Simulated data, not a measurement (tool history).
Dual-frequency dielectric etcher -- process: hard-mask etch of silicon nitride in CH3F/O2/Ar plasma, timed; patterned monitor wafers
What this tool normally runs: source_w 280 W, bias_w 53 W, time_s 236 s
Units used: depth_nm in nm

run   hour  source_w  bias_w  time_s  wafers since the last listed run  hours since the last wet clean  hours since the last source power generator calibration  hours since the last bias power generator calibration  hours since the last upper electrode change  hours since the gauge calibration  read-back reference wafer on the same gauge, depth_nm  depth_nm
  1      0       280      53     236                                 0                           259.3                                                     3903                                                 1878.9                                       4590.2                             1199.4                                                    112       126
  2   14.8       280      53     236                                71                           274.1                                                   3917.8                                                 1893.7                                         4605                             1214.2                                                  111.9     125.1
  3   44.8       280      53     236                               144                           304.1                                                   3947.8                                                 1923.7                                         4635                             1244.2                                                  112.1     124.7
  4   60.7       280      53     236                                76                             320                                                   3963.7                                                 1939.6                                       4650.9                             1260.1                                                  111.9     125.6
  5   91.5       280      53     236                               148                           350.8                                                   3994.5                                                 1970.4                                       4681.7                             1290.9                                                    112     124.6
  6  111.9       280      45     236                                98                           371.2                                                   4014.9                                                 1990.8                                       4702.1                             1311.3                                                    112     116.8
  7  140.7       280      53     236                               139                             400                                                   4043.7                                                 2019.6                                       4730.9                             1340.1                                                  112.1     125.6
     159.1  -- source power generator calibrated
  8  170.8       280      53     236                               126                           430.1                                                     11.7                                                 2049.7                                         4761                             1370.2                                                    112     125.3
  9  201.9       220      44     255                               150                           461.2                                                     42.8                                                 2080.8                                       4792.1                             1401.3                                                    112     109.9
 10  227.2       280      53     236                               122                           486.5                                                     68.1                                                 2106.1                                       4817.4                             1426.6                                                  111.9     125.3
     262.1  -- wet clean of the chamber
 11  262.6       280      57     236                                55                             0.5                                                    103.5                                                 2141.5                                       4852.8                               1462                                                    112     129.2
 12  287.5       320      65     257                               120                            25.4                                                    128.4                                                 2166.4                                       4877.7                             1486.9                                                    112     159.7
     309.6  -- gauge calibrated
     322.9  -- upper electrode replaced
 13  323.4       280      53     236                                57                            61.3                                                    164.3                                                 2202.3                                          0.5                               13.8                                                    112     125.4
 14  340.9       280      53     236                                84                            78.8                                                    181.8                                                 2219.8                                           18                               31.3                                                  112.1       125
 15  358.1       250      44     236                                83                              96                                                      199                                                   2237                                         35.2                               48.5                                                    112     108.7
 16  375.1       280      62     181                                82                             113                                                      216                                                   2254                                         52.2                               65.5                                                  111.9     103.1
 17  390.8       220      61   201.5                                75                           128.7                                                    231.7                                                 2269.7                                         67.9                               81.2                                                  112.2     101.2
     399.3  -- bias power generator calibrated
 18  411.5       280      53     236                                80                           149.4                                                    252.4                                                   12.2                                         88.6                              101.9                                                    112     122.8
 19  429.9       230      53     236                                88                           167.8                                                    270.8                                                   30.6                                          107                              120.3                                                  112.1     110.9
 20  448.6       280      53     236                                90                           186.5                                                    289.5                                                   49.3                                        125.7                                139                                                  111.9     122.2
 21  483.3       280      53     236                               167                           221.2                                                    324.2                                                     84                                        160.4                              173.7                                                  112.1       122
 22  499.5       280      58     264                                78                           237.4                                                    340.4                                                  100.2                                        176.6                              189.9                                                  112.1     142.5
 23  532.7       210      53     177                               160                           270.6                                                    373.6                                                  133.4                                        209.8                              223.1                                                  112.2      78.9
 24  550.6       280      53     236                                86                           288.5                                                    391.5                                                  151.3                                        227.7                                241                                                    112     122.9
 25  584.7       320      53   266.5                               164                           322.6                                                    425.6                                                  185.4                                        261.8                              275.1                                                    112     147.1
 26  615.9       280      59     236                               150                           353.8                                                    456.8                                                  216.6                                          293                              306.3                                                    112     128.5
 27    630       340      46     236                                68                           367.9                                                    470.9                                                  230.7                                        307.1                              320.4                                                  111.9     126.7
 28  643.6       280      65     236                                65                           381.5                                                    484.5                                                  244.3                                        320.7                                334                                                    112     134.3
 29  679.1       300      65   295.5                               171                             417                                                      520                                                  279.8                                        356.2                              369.5                                                  112.1     173.5

5 ways to go on from here, each from the tool as it stands after run 29. What would each give?
  A  679.6       280      53     236                                 2                           417.5                                                    520.5                                                  280.3                                        356.7                                370                                                      ?         ?
  B  679.6       250      53   304.5                                 2                           417.5                                                    520.5                                                  280.3                                        356.7                                370                                                      ?         ?
  C  679.6       340      53     236                                 2                           417.5                                                    520.5                                                  280.3                                        356.7                                370                                                      ?         ?
  D  679.6       280      47   165.5                                 2                           417.5                                                    520.5                                                  280.3                                        356.7                                370                                                      ?         ?
  E  679.6       300      42     236                                 2                           417.5                                                    520.5                                                  280.3                                        356.7                                370                                                      ?         ?

run  read-back reference wafer on the same gauge, depth_nm  depth_nm
  A                                                    112       123
  B                                                    112     149.9
  C                                                    112     135.1
  D                                                    112      81.8
  E                                                    112     114.9
With the hidden condition removed and each run's random variation left untouched, the same runs would have given:
run  depth_nm
  A     122.9
  B     149.8
  C       135
  D      81.7
  E     114.8

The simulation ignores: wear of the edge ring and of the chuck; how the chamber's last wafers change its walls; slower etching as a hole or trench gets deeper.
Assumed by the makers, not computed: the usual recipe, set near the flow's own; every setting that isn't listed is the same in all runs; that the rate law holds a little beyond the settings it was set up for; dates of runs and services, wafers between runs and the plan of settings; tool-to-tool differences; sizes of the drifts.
